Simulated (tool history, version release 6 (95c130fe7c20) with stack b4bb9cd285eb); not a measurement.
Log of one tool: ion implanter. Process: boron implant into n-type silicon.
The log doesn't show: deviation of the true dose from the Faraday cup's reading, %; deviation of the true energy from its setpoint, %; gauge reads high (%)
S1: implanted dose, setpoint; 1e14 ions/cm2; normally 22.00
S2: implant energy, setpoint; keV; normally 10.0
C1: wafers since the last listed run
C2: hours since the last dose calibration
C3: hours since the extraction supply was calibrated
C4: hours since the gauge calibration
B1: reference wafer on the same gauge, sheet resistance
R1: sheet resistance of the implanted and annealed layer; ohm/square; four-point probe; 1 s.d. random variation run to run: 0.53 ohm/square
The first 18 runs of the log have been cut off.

Run 19, hour 1245.7: usual settings but S1 25.22 1e14 ions/cm2; C1 1122; C2 1176.2; C3 5796.7; C4 2162.0; B1 93.04. Result: R1 94.54 ohm/square.
At hour 1289.4: extraction supply calibrated.
Run 20, hour 1318.5: usual settings but S1 15.89 1e14 ions/cm2; C1 1173; C2 1249.0; C3 29.1; C4 2234.8; B1 93.49. Result: R1 107.62 ohm/square.
Run 21, hour 1397.6: usual settings but S1 16.99 1e14 ions/cm2, S2 12.0 keV; C1 1432; C2 1328.1; C3 108.2; C4 2313.9; B1 93.38. Result: R1 99.74 ohm/square.
Run 22, hour 1451.3: usual settings but S1 15.40 1e14 ions/cm2, S2 11.5 keV; C1 972; C2 1381.8; C3 161.9; C4 2367.6; B1 93.34. Result: R1 105.80 ohm/square.
Run 23, hour 1538.0: usual settings but S1 25.66 1e14 ions/cm2; C1 1570; C2 1468.5; C3 248.6; C4 2454.3; B1 93.48. Result: R1 93.78 ohm/square.
Run 24, hour 1620.3: usual settings but S1 18.53 1e14 ions/cm2, S2 11.0 keV; C1 1490; C2 1550.8; C3 330.9; C4 2536.6; B1 93.38. Result: R1 99.31 ohm/square.
At hour 1729.0: Faraday cup replaced and dose calibrated.
Run 25, hour 1931.7: usual settings; C1 5494; C2 202.7; C3 642.3; C4 2848.0; B1 93.79. Result: R1 98.16 ohm/square.
Run 26, hour 2026.1: usual settings but S1 24.91 1e14 ions/cm2, S2 9.0 keV; C1 1709; C2 297.1; C3 736.7; C4 2942.4; B1 94.07. Result: R1 100.10 ohm/square.
Run 27, hour 2076.8: usual settings but S1 17.27 1e14 ions/cm2, S2 12.0 keV; C1 918; C2 347.8; C3 787.4; C4 2993.1; B1 93.82. Result: R1 98.95 ohm/square.
Run 28, hour 2162.6: usual settings; C1 1553; C2 433.6; C3 873.2; C4 3078.9; B1 93.80. Result: R1 97.17 ohm/square.
At hour 2163.0: gauge calibrated.
Run 29, hour 2202.3: usual settings but S1 28.36 1e14 ions/cm2, S2 12.5 keV; C1 718; C2 473.3; C3 912.9; C4 39.3; B1 88.86. Result: R1 77.42 ohm/square.
Run 30, hour 2307.9: usual settings but S1 25.06 1e14 ions/cm2, S2 8.0 keV; C1 1912; C2 578.9; C3 1018.5; C4 144.9; B1 89.21. Result: R1 101.31 ohm/square.
Run 31, hour 2370.8: usual settings but S1 19.35 1e14 ions/cm2, S2 11.0 keV; C1 1139; C2 641.8; C3 1081.4; C4 207.8; B1 89.85. Result: R1 93.16 ohm/square.
Run 32, hour 2411.1: usual settings but S1 19.75 1e14 ions/cm2, S2 13.0 keV; C1 729; C2 682.1; C3 1121.7; C4 248.1; B1 89.91. Result: R1 86.02 ohm/square.
Run 33, hour 2485.8: usual settings but S1 17.27 1e14 ions/cm2, S2 12.0 keV; C1 1352; C2 756.8; C3 1196.4; C4 322.8; B1 90.35. Result: R1 94.55 ohm/square.
Run 34, hour 2530.0: usual settings; C1 800; C2 801.0; C3 1240.6; C4 367.0; B1 90.42. Result: R1 93.68 ohm/square.
Run 35, hour 2584.4: usual settings; C1 985; C2 855.4; C3 1295.0; C4 421.4; B1 90.55. Result: R1 94.46 ohm/square.
Run 36, hour 2638.7: usual settings; C1 983; C2 909.7; C3 1349.3; C4 475.7; B1 90.75. Result: R1 94.23 ohm/square.
Run 37, hour 2723.7: usual settings but S1 28.58 1e14 ions/cm2, S2 8.5 keV; C1 1539; C2 994.7; C3 1434.3; C4 560.7; B1 91.24. Result: R1 98.60 ohm/square.
Run 38, hour 2765.6: usual settings but S1 27.36 1e14 ions/cm2, S2 13.0 keV; C1 758; C2 1036.6; C3 1476.2; C4 602.6; B1 91.28. Result: R1 79.06 ohm/square.

Here are 3 independent what-if runs from the current tool condition. What would each one return?
Run A, hour 2766.0: usual settings but S2 6.5 keV; C1 7; C2 1037.0; C3 1476.6; C4 603.0; B1 ?. Result: R1 ?.
Run B, hour 2766.0: usual settings but S1 27.14 1e14 ions/cm2, S2 12.5 keV; C1 7; C2 1037.0; C3 1476.6; C4 603.0; B1 ?. Result: R1 ?.
Run C, hour 2766.0: usual settings but S1 27.18 1e14 ions/cm2, S2 8.0 keV; C1 7; C2 1037.0; C3 1476.6; C4 603.0; B1 ?. Result: R1 ?.

run     B1      R1
  A  91.22  115.14
  B  91.22   79.42
  C  91.22  101.00
Without the tool's hidden state the same runs would have given:
run      R1
  A  112.35
  B   77.50
  C   98.55
